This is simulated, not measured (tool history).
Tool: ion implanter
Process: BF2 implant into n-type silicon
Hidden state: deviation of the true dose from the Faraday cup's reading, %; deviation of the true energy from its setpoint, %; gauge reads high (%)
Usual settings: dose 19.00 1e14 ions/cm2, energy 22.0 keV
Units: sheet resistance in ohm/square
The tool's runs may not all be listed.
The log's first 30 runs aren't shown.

run,hour,dose,energy,wafers since the last listed run,hours since the last dose calibration,hours since the extraction supply was calibrated,hours since the gauge calibration,"read-back reference wafer on the same gauge, sheet resistance",sheet resistance
31,1340.4,19.00,27.5,390,326.8,513.3,154.1,121.00,118.58
32,1407.3,19.00,22.0,1004,393.7,580.2,221.0,121.01,129.17
33,1437.2,14.08,28.5,448,423.6,610.1,250.9,120.97,123.48
34,1483.5,23.45,22.0,695,469.9,656.4,297.2,120.97,127.44
35,1520.9,15.25,18.0,561,507.3,693.8,334.6,121.00,143.23
36,1576.1,19.00,28.5,828,562.5,749.0,389.8,121.00,116.88
37,1631.4,15.44,17.0,830,617.8,804.3,445.1,120.98,144.85
38,1681.5,21.31,22.0,752,667.9,854.4,495.2,120.97,127.67

Forecast each of these 3 alternatives for the next run:
A,1681.9,24.37,22.0,6,668.3,854.8,495.6,?,?
B,1681.9,23.09,17.5,6,668.3,854.8,495.6,?,?
C,1681.9,13.45,22.0,6,668.3,854.8,495.6,?,?

run,"read-back reference wafer on the same gauge, sheet resistance",sheet resistance
A,120.99,127.04
B,120.99,138.58
C,120.99,137.64
Without the tool's hidden state the same runs would have given:
run,sheet resistance
A,127.93
B,139.44
C,138.49
